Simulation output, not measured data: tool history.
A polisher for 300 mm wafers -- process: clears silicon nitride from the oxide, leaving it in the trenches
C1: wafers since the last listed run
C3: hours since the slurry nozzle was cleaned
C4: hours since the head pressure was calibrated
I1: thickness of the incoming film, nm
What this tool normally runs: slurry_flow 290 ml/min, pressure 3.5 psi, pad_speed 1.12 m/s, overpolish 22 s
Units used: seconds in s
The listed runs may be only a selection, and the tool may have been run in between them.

run 1 hour=0 | slurry_flow=355 pressure=3.7 pad_speed=1.12 overpolish=22 | C1=0 wafers_polished_on_this_pad=619 C3=645.1 C4=577.9 | I1=118.7 | seconds=93.5
run 2 hour=31.3 | slurry_flow=355 pressure=3.7 pad_speed=1.12 overpolish=22 | C1=230 wafers_polished_on_this_pad=850 C3=676.4 C4=609.2 | I1=120.9 | seconds=95.6
run 3 hour=171.3 | slurry_flow=290 pressure=3.5 pad_speed=1.12 overpolish=22 | C1=1031 wafers_polished_on_this_pad=1882 C3=816.4 C4=749.2 | I1=119.2 | seconds=102
-- hour=187.3 slurry nozzle cleaned
run 4 hour=221.2 | slurry_flow=290 pressure=3.5 pad_speed=1.12 overpolish=22 | C1=360 wafers_polished_on_this_pad=2242 C3=33.9 C4=799.1 | I1=121.6 | seconds=104.7
run 5 hour=281.9 | slurry_flow=290 pressure=3.5 pad_speed=1.12 overpolish=22 | C1=447 wafers_polished_on_this_pad=2690 C3=94.6 C4=859.8 | I1=120.5 | seconds=106.2
run 6 hour=333.4 | slurry_flow=290 pressure=3.5 pad_speed=1.12 overpolish=22 | C1=379 wafers_polished_on_this_pad=3069 C3=146.1 C4=911.3 | I1=119 | seconds=108.4
run 7 hour=395 | slurry_flow=290 pressure=3.5 pad_speed=1.12 overpolish=22 | C1=454 wafers_polished_on_this_pad=3523 C3=207.7 C4=972.9 | I1=119.2 | seconds=109.8
run 8 hour=436.8 | slurry_flow=290 pressure=3.5 pad_speed=1.12 overpolish=22 | C1=308 wafers_polished_on_this_pad=3831 C3=249.5 C4=1014.7 | I1=120.1 | seconds=113.2
-- hour=444.8 worn pad replaced by a new one
run 9 hour=492.7 | slurry_flow=290 pressure=3.5 pad_speed=1.12 overpolish=22 | C1=382 wafers_polished_on_this_pad=352 C3=305.4 C4=1070.6 | I1=118.3 | seconds=99.6
run 10 hour=538.9 | slurry_flow=290 pressure=3.5 pad_speed=1.12 overpolish=22 | C1=340 wafers_polished_on_this_pad=693 C3=351.6 C4=1116.8 | I1=119.3 | seconds=100.4
run 11 hour=590 | slurry_flow=290 pressure=3.5 pad_speed=1.12 overpolish=18 | C1=376 wafers_polished_on_this_pad=1070 C3=402.7 C4=1167.9 | I1=119.5 | seconds=100.8
run 12 hour=621.1 | slurry_flow=290 pressure=3.5 pad_speed=1.12 overpolish=18 | C1=229 wafers_polished_on_this_pad=1299 C3=433.8 C4=1199 | I1=122.1 | seconds=100.4
run 13 hour=667.4 | slurry_flow=380 pressure=3 pad_speed=1.52 overpolish=11 | C1=341 wafers_polished_on_this_pad=1640 C3=480.1 C4=1245.3 | I1=119.7 | seconds=85.8
-- hour=695.6 head pressure recalibrated
run 14 hour=726.8 | slurry_flow=290 pressure=3.5 pad_speed=1.12 overpolish=22 | C1=423 wafers_polished_on_this_pad=2063 C3=539.5 C4=31.2 | I1=119.8 | seconds=102.8
run 15 hour=772.7 | slurry_flow=380 pressure=2.3 pad_speed=1.32 overpolish=22 | C1=338 wafers_polished_on_this_pad=2401 C3=585.4 C4=77.1 | I1=121.8 | seconds=134.3
run 16 hour=802.8 | slurry_flow=355 pressure=2.9 pad_speed=1.44 overpolish=25 | C1=221 wafers_polished_on_this_pad=2623 C3=615.5 C4=107.2 | I1=121.8 | seconds=96.7
run 17 hour=873 | slurry_flow=290 pressure=3.5 pad_speed=1.12 overpolish=22 | C1=517 wafers_polished_on_this_pad=3141 C3=685.7 C4=177.4 | I1=120.2 | seconds=107
-- hour=913.5 worn pad replaced by a new one
run 18 hour=914 | slurry_flow=245 pressure=3.5 pad_speed=1.12 overpolish=22 | C1=272 wafers_polished_on_this_pad=3 C3=726.7 C4=218.4 | I1=119.7 | seconds=102.4
run 19 hour=1023.1 | slurry_flow=290 pressure=3.5 pad_speed=1.12 overpolish=22 | C1=804 wafers_polished_on_this_pad=808 C3=835.8 C4=327.5 | I1=118.4 | seconds=101
-- hour=1075.4 slurry nozzle cleaned
run 20 hour=1153.5 | slurry_flow=370 pressure=3.5 pad_speed=1.5 overpolish=22 | C1=953 wafers_polished_on_this_pad=1761 C3=78.1 C4=457.9 | I1=119.9 | seconds=76.4
run 21 hour=1215.4 | slurry_flow=210 pressure=2.8 pad_speed=1.5 overpolish=16 | C1=456 wafers_polished_on_this_pad=2218 C3=140 C4=519.8 | I1=118.6 | seconds=96.1
run 22 hour=1263.5 | slurry_flow=290 pressure=3.9 pad_speed=1.12 overpolish=22 | C1=354 wafers_polished_on_this_pad=2572 C3=188.1 C4=567.9 | I1=120.8 | seconds=95.3
run 23 hour=1330.5 | slurry_flow=290 pressure=3.5 pad_speed=1.4 overpolish=22 | C1=493 wafers_polished_on_this_pad=3066 C3=255.1 C4=634.9 | I1=121.5 | seconds=89.9
run 24 hour=1419.7 | slurry_flow=290 pressure=3.5 pad_speed=1.12 overpolish=22 | C1=657 wafers_polished_on_this_pad=3724 C3=344.3 C4=724.1 | I1=119.7 | seconds=112.9
-- hour=1464.4 worn pad replaced by a new one
run 25 hour=1469.8 | slurry_flow=290 pressure=3.5 pad_speed=1.12 overpolish=22 | C1=339 wafers_polished_on_this_pad=40 C3=394.4 C4=774.2 | I1=120.5 | seconds=102.1
run 26 hour=1523.3 | slurry_flow=290 pressure=3.5 pad_speed=1.12 overpolish=10 | C1=394 wafers_polished_on_this_pad=434 C3=447.9 C4=827.7 | I1=119.1 | seconds=99.6
run 27 hour=1660.8 | slurry_flow=335 pressure=2.7 pad_speed=1.34 overpolish=30 | C1=1013 wafers_polished_on_this_pad=1448 C3=585.4 C4=965.2 | I1=120.9 | seconds=110.2
run 28 hour=1710.1 | slurry_flow=290 pressure=3.5 pad_speed=1.12 overpolish=22 | C1=363 wafers_polished_on_this_pad=1811 C3=634.7 C4=1014.5 | I1=119.7 | seconds=105.4
run 29 hour=1758.5 | slurry_flow=290 pressure=3.5 pad_speed=1.12 overpolish=22 | C1=356 wafers_polished_on_this_pad=2168 C3=683.1 C4=1062.9 | I1=121.3 | seconds=107.9
run 30 hour=1798.8 | slurry_flow=245 pressure=3.5 pad_speed=0.86 overpolish=22 | C1=297 wafers_polished_on_this_pad=2465 C3=723.4 C4=1103.2 | I1=119.6 | seconds=139.3
run 31 hour=1832.4 | slurry_flow=290 pressure=3.5 pad_speed=0.86 overpolish=22 | C1=247 wafers_polished_on_this_pad=2712 C3=757 C4=1136.8 | I1=118.9 | seconds=138.4
run 32 hour=1872.7 | slurry_flow=290 pressure=3.5 pad_speed=1.12 overpolish=18 | C1=297 wafers_polished_on_this_pad=3009 C3=797.3 C4=1177.1 | I1=119.2 | seconds=107.8
run 33 hour=1921.6 | slurry_flow=200 pressure=3 pad_speed=1.28 overpolish=35 | C1=360 wafers_polished_on_this_pad=3370 C3=846.2 C4=1226 | I1=120.7 | seconds=120
-- hour=1970.9 slurry nozzle cleaned
run 34 hour=1971.4 | slurry_flow=290 pressure=2.6 pad_speed=0.74 overpolish=22 | C1=359 wafers_polished_on_this_pad=3730 C3=0.5 C4=1275.8 | I1=121.7 | seconds=233.2
-- hour=2000.2 worn pad replaced by a new one
-- hour=2043.6 head pressure recalibrated
run 35 hour=2044.1 | slurry_flow=195 pressure=3.5 pad_speed=1.12 overpolish=22 | C1=491 wafers_polished_on_this_pad=308 C3=73.2 C4=0.5 | I1=119.4 | seconds=101.3
run 36 hour=2081.8 | slurry_flow=290 pressure=3.5 pad_speed=1.12 overpolish=22 | C1=277 wafers_polished_on_this_pad=586 C3=110.9 C4=38.2 | I1=119.6 | seconds=99.4
run 37 hour=2116.9 | slurry_flow=195 pressure=3.5 pad_speed=1.5 overpolish=22 | C1=258 wafers_polished_on_this_pad=845 C3=146 C4=73.3 | I1=120.1 | seconds=80

Branching from run 37: 4 alternative next runs. What would each branch give?
run A hour=2117.4 | slurry_flow=290 pressure=3.5 pad_speed=1.12 overpolish=22 | C1=3 wafers_polished_on_this_pad=849 C3=146.5 C4=73.8 | I1=120.9 | seconds=?
run B hour=2117.4 | slurry_flow=190 pressure=2.5 pad_speed=1.26 overpolish=10 | C1=3 wafers_polished_on_this_pad=849 C3=146.5 C4=73.8 | I1=120.9 | seconds=?
run C hour=2117.4 | slurry_flow=355 pressure=4 pad_speed=0.76 overpolish=18 | C1=3 wafers_polished_on_this_pad=849 C3=146.5 C4=73.8 | I1=120.9 | seconds=?
run D hour=2117.4 | slurry_flow=220 pressure=2.3 pad_speed=1.48 overpolish=22 | C1=3 wafers_polished_on_this_pad=849 C3=146.5 C4=73.8 | I1=120.9 | seconds=?

run=A seconds=97.6
run=B seconds=127.7
run=C seconds=123.6
run=D seconds=115.8
Had the tool no hidden state, the same runs would have come out as:
run=A seconds=96.8
run=B seconds=126.7
run=C seconds=122.6
run=D seconds=114.9
